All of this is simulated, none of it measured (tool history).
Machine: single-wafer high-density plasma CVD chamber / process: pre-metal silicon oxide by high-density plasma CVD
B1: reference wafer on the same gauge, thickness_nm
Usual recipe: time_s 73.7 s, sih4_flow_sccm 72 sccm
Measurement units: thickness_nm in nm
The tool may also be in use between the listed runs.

{"run": 1, "day": 0.0, "time_s": 80.2, "sih4_flow_sccm": 64, "B1": 542.966, "thickness_nm": 448.278}
{"run": 2, "day": 2.45, "time_s": 80.2, "sih4_flow_sccm": 64, "B1": 541.922, "thickness_nm": 447.047}
{"run": 3, "day": 3.85, "time_s": 73.7, "sih4_flow_sccm": 72, "B1": 541.868, "thickness_nm": 451.589}
{"run": 4, "day": 5.046, "time_s": 81.9, "sih4_flow_sccm": 72, "B1": 542.014, "thickness_nm": 503.65}
{"run": 5, "day": 7.904, "time_s": 81.9, "sih4_flow_sccm": 72, "B1": 541.899, "thickness_nm": 500.249}
{"run": 6, "day": 9.362, "time_s": 73.7, "sih4_flow_sccm": 72, "B1": 541.481, "thickness_nm": 453.729}
{"run": 7, "day": 11.229, "time_s": 73.7, "sih4_flow_sccm": 72, "B1": 541.838, "thickness_nm": 449.261}
{"run": 8, "day": 13.204, "time_s": 73.7, "sih4_flow_sccm": 72, "B1": 541.777, "thickness_nm": 449.343}
{"run": 9, "day": 14.717, "time_s": 73.7, "sih4_flow_sccm": 72, "B1": 542.43, "thickness_nm": 450.4}
{"run": 10, "day": 17.529, "time_s": 73.7, "sih4_flow_sccm": 72, "B1": 541.817, "thickness_nm": 448.86}
{"run": 11, "day": 20.025, "time_s": 66.2, "sih4_flow_sccm": 72, "B1": 542.385, "thickness_nm": 403.086}
{"run": 12, "day": 22.704, "time_s": 66.2, "sih4_flow_sccm": 72, "B1": 541.578, "thickness_nm": 401.536}
{"run": 13, "day": 24.296, "time_s": 66.2, "sih4_flow_sccm": 72, "B1": 541.373, "thickness_nm": 403.173}
{"day": 25.7, "done": "silane flow controller replaced"}
{"run": 14, "day": 25.967, "time_s": 73.7, "sih4_flow_sccm": 72, "B1": 541.817, "thickness_nm": 435.225}
{"run": 15, "day": 26.988, "time_s": 73.7, "sih4_flow_sccm": 72, "B1": 541.268, "thickness_nm": 434.89}
{"run": 16, "day": 28.338, "time_s": 73.7, "sih4_flow_sccm": 78, "B1": 541.693, "thickness_nm": 464.965}
{"run": 17, "day": 29.692, "time_s": 73.7, "sih4_flow_sccm": 72, "B1": 542.382, "thickness_nm": 432.358}
{"run": 18, "day": 31.7, "time_s": 59.2, "sih4_flow_sccm": 67, "B1": 542.966, "thickness_nm": 327.623}
{"day": 33.179, "done": "silane flow controller replaced, repeated, since the last time left the tool worse"}
{"run": 19, "day": 33.2, "time_s": 68.6, "sih4_flow_sccm": 59, "B1": 541.857, "thickness_nm": 369.222}
{"run": 20, "day": 35.167, "time_s": 73.7, "sih4_flow_sccm": 72, "B1": 541.763, "thickness_nm": 467.411}
{"day": 36.538, "done": "gauge calibrated"}
{"run": 21, "day": 37.429, "time_s": 73.7, "sih4_flow_sccm": 58, "B1": 541.631, "thickness_nm": 392.513}
{"run": 22, "day": 39.279, "time_s": 73.7, "sih4_flow_sccm": 80, "B1": 541.943, "thickness_nm": 511.515}
{"run": 23, "day": 40.675, "time_s": 73.7, "sih4_flow_sccm": 72, "B1": 542.103, "thickness_nm": 468.636}
{"run": 24, "day": 43.112, "time_s": 80.4, "sih4_flow_sccm": 68, "B1": 542.604, "thickness_nm": 487.123}
{"run": 25, "day": 44.562, "time_s": 73.7, "sih4_flow_sccm": 77, "B1": 542.576, "thickness_nm": 494.932}
{"run": 26, "day": 46.225, "time_s": 62.5, "sih4_flow_sccm": 61, "B1": 541.358, "thickness_nm": 346.213}
{"run": 27, "day": 47.408, "time_s": 69.5, "sih4_flow_sccm": 72, "B1": 542.536, "thickness_nm": 440.42}
{"run": 28, "day": 48.696, "time_s": 84.7, "sih4_flow_sccm": 66, "B1": 541.444, "thickness_nm": 501.913}
{"run": 29, "day": 50.325, "time_s": 73.7, "sih4_flow_sccm": 72, "B1": 542.411, "thickness_nm": 468.913}
{"run": 30, "day": 52.325, "time_s": 61.7, "sih4_flow_sccm": 84, "B1": 541.231, "thickness_nm": 445.79}
{"run": 31, "day": 54.038, "time_s": 65.4, "sih4_flow_sccm": 58, "B1": 541.533, "thickness_nm": 346.557}
{"run": 32, "day": 55.567, "time_s": 73.7, "sih4_flow_sccm": 72, "B1": 542.095, "thickness_nm": 466.862}

Give the tool's hidden conditions for every run:
gauge reads high (%): 0, the same for each run
H1: delivered silane flow above the setpoint (%)
run=1 H1=-2.95
run=2 H1=-3.06
run=3 H1=-3.12
run=4 H1=-3.17
run=5 H1=-3.29
run=6 H1=-3.36
run=7 H1=-3.44
run=8 H1=-3.53
run=9 H1=-3.6
run=10 H1=-3.73
run=11 H1=-3.85
run=12 H1=-3.98
run=13 H1=-4.06
run=14 H1=-7.79
run=15 H1=-7.79
run=16 H1=-7.79
run=17 H1=-7.79
run=18 H1=-7.8
run=19 H1=0.905
run=20 H1=0.904
run=21 H1=0.902
run=22 H1=0.9
run=23 H1=0.897
run=24 H1=0.892
run=25 H1=0.888
run=26 H1=0.883
run=27 H1=0.878
run=28 H1=0.873
run=29 H1=0.867
run=30 H1=0.857
run=31 H1=0.848
run=32 H1=0.84
